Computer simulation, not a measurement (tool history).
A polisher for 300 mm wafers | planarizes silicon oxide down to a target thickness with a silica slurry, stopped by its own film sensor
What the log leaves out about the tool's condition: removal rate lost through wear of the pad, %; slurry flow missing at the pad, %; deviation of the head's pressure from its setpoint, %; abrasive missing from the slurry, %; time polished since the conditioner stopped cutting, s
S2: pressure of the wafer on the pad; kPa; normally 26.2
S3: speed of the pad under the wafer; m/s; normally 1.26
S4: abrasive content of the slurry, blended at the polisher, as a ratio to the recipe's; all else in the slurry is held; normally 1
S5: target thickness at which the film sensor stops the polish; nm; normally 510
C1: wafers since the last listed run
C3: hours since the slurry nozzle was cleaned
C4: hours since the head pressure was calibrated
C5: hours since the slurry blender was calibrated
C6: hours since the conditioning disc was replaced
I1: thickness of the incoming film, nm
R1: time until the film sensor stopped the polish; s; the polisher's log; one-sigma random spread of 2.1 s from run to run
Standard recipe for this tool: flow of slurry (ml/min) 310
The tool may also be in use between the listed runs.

Run 1, hour 0: usual settings but flow of slurry (ml/min) 355; C1 0; wafers polished on this pad 3300; C3 77.2; C4 730.7; C5 476; C6 168.7; I1 816.2. Result: R1 112.8 s.
At hour 21.6: slurry blender recalibrated.
At hour 31.1: worn pad replaced by a new one.
Run 2, hour 53.5: usual settings; C1 554; wafers polished on this pad 261; C3 130.7; C4 784.2; C5 31.9; C6 222.2; I1 830. Result: R1 118.5 s.
Run 3, hour 100.5: usual settings; C1 548; wafers polished on this pad 810; C3 177.7; C4 831.2; C5 78.9; C6 269.2; I1 828.3. Result: R1 115.6 s.
At hour 213.8: slurry nozzle cleaned.
At hour 222.3: conditioning disc replaced and pad reconditioned.
Run 4, hour 275.5: usual settings; C1 2007; wafers polished on this pad 2818; C3 61.7; C4 1006.2; C5 253.9; C6 53.2; I1 833.6. Result: R1 119.2 s.
Run 5, hour 315.7: usual settings but S2 31.7 kPa; C1 469; wafers polished on this pad 3287; C3 101.9; C4 1046.4; C5 294.1; C6 93.4; I1 833.4. Result: R1 102.4 s.
At hour 328.2: worn pad replaced by a new one.
Run 6, hour 359.4: usual settings but S2 31.7 kPa; C1 463; wafers polished on this pad 363; C3 145.6; C4 1090.1; C5 337.8; C6 137.1; I1 832.7. Result: R1 97.2 s.
Run 7, hour 425.6: usual settings; C1 772; wafers polished on this pad 1136; C3 211.8; C4 1156.3; C5 404; C6 203.3; I1 815.6. Result: R1 110.7 s.
Run 8, hour 495.9: usual settings; C1 820; wafers polished on this pad 1957; C3 282.1; C4 1226.6; C5 474.3; C6 273.6; I1 832.7. Result: R1 120.9 s.
At hour 503.2: slurry nozzle cleaned.
At hour 506: slurry blender recalibrated.
Run 9, hour 551.5: usual settings but S3 1.04 m/s; C1 613; wafers polished on this pad 2571; C3 48.3; C4 1282.2; C5 45.5; C6 329.2; I1 824.2. Result: R1 134.1 s.
At hour 583.9: conditioning disc replaced and pad reconditioned.
At hour 586.1: worn pad replaced by a new one.
Run 10, hour 594: usual settings but S3 1.04 m/s; C1 446; wafers polished on this pad 91; C3 90.8; C4 1324.7; C5 88; C6 10.1; I1 838.6. Result: R1 135.9 s.
Run 11, hour 637.3: usual settings but S3 1.04 m/s; C1 505; wafers polished on this pad 597; C3 134.1; C4 1368; C5 131.3; C6 53.4; I1 821.8. Result: R1 133.5 s.
Run 12, hour 675.5: usual settings but flow of slurry (ml/min) 255, S2 34.5 kPa, S3 1.68 m/s, S4 1.2; C1 445; wafers polished on this pad 1043; C3 172.3; C4 1406.2; C5 169.5; C6 91.6; I1 829.1. Result: R1 65.9 s.
Run 13, hour 706.1: usual settings but flow of slurry (ml/min) 270, S4 1.15, S5 567 nm; C1 357; wafers polished on this pad 1400; C3 202.9; C4 1436.8; C5 200.1; C6 122.2; I1 834. Result: R1 91.8 s.
Run 14, hour 853.4: usual settings; C1 1719; wafers polished on this pad 3119; C3 350.2; C4 1584.1; C5 347.4; C6 269.5; I1 816.4. Result: R1 112 s.
At hour 858.8: head pressure recalibrated.
At hour 865.8: slurry nozzle cleaned.
At hour 876.9: worn pad replaced by a new one.
Run 15, hour 896.1: usual settings but flow of slurry (ml/min) 390, S2 22.1 kPa; C1 416; wafers polished on this pad 224; C3 30.3; C4 37.3; C5 390.1; C6 312.2; I1 839.8. Result: R1 136.5 s.
At hour 936.5: conditioning disc replaced and pad reconditioned.
Run 16, hour 943.6: usual settings; C1 531; wafers polished on this pad 755; C3 77.8; C4 84.8; C5 437.6; C6 7.1; I1 830.4. Result: R1 117.4 s.
Run 17, hour 982.5: usual settings; C1 454; wafers polished on this pad 1209; C3 116.7; C4 123.7; C5 476.5; C6 46; I1 839. Result: R1 117 s.
At hour 1013.3: slurry blender recalibrated.
Run 18, hour 1123.1: usual settings but flow of slurry (ml/min) 365, S4 1.2; C1 1617; wafers polished on this pad 2827; C3 257.3; C4 264.3; C5 109.8; C6 186.6; I1 830.5. Result: R1 109.1 s.
At hour 1149.9: worn pad replaced by a new one.
Run 19, hour 1163.1: usual settings but flow of slurry (ml/min) 260; C1 420; wafers polished on this pad 154; C3 297.3; C4 304.3; C5 149.8; C6 226.6; I1 819.3. Result: R1 116.9 s.
Run 20, hour 1200: usual settings but flow of slurry (ml/min) 215, S3 1.06 m/s, S4 0.85; C1 430; wafers polished on this pad 584; C3 334.2; C4 341.2; C5 186.7; C6 263.5; I1 831.8. Result: R1 154.3 s.
At hour 1221.2: slurry nozzle cleaned.
Run 21, hour 1245.9: usual settings but flow of slurry (ml/min) 400, S2 35.2 kPa, S4 0.9; C1 524; wafers polished on this pad 1109; C3 24.7; C4 387.1; C5 232.6; C6 309.4; I1 844.8. Result: R1 95.2 s.
At hour 1312.2: conditioning disc replaced and pad reconditioned.
Run 22, hour 1417.8: usual settings but flow of slurry (ml/min) 205, S2 22.8 kPa; C1 1983; wafers polished on this pad 3092; C3 196.6; C4 559; C5 404.5; C6 105.6; I1 835.5. Result: R1 140.7 s.
At hour 1420.5: slurry blender recalibrated.
At hour 1434.6: worn pad replaced by a new one.
Run 23, hour 1476.6: usual settings but flow of slurry (ml/min) 385, S2 31.7 kPa, S4 0.75; C1 616; wafers polished on this pad 490; C3 255.4; C4 617.8; C5 56.1; C6 164.4; I1 827.4. Result: R1 109.8 s.

How the hidden state differs across the entries between the runs, from the last listed run before each to the first after it:
After run 1, before run 2: slurry blender recalibrated (hour 21.6); worn pad replaced by a new one (hour 31.1)
  nothing in the hidden state changes from one run to the other
After run 3, before run 4: slurry nozzle cleaned (hour 213.8); conditioning disc replaced and pad reconditioned (hour 222.3)
  nothing in the hidden state changes from one run to the other
After run 5, before run 6: worn pad replaced by a new one (hour 328.2)
  nothing in the hidden state changes from one run to the other
After run 8, before run 9: slurry nozzle cleaned (hour 503.2); slurry blender recalibrated (hour 506)
  nothing in the hidden state changes from one run to the other
After run 9, before run 10: conditioning disc replaced and pad reconditioned (hour 583.9); worn pad replaced by a new one (hour 586.1)
  nothing in the hidden state changes from one run to the other
After run 14, before run 15: head pressure recalibrated (hour 858.8); slurry nozzle cleaned (hour 865.8); worn pad replaced by a new one (hour 876.9)
  nothing in the hidden state changes from one run to the other
After run 15, before run 16: conditioning disc replaced and pad reconditioned (hour 936.5)
  nothing in the hidden state changes from one run to the other
After run 17, before run 18: slurry blender recalibrated (hour 1013.3)
  nothing in the hidden state changes from one run to the other
After run 18, before run 19: worn pad replaced by a new one (hour 1149.9)
  nothing in the hidden state changes from one run to the other
After run 20, before run 21: slurry nozzle cleaned (hour 1221.2)
  nothing in the hidden state changes from one run to the other
After run 21, before run 22: conditioning disc replaced and pad reconditioned (hour 1312.2)
  nothing in the hidden state changes from one run to the other
After run 22, before run 23: slurry blender recalibrated (hour 1420.5); worn pad replaced by a new one (hour 1434.6)
  nothing in the hidden state changes from one run to the other
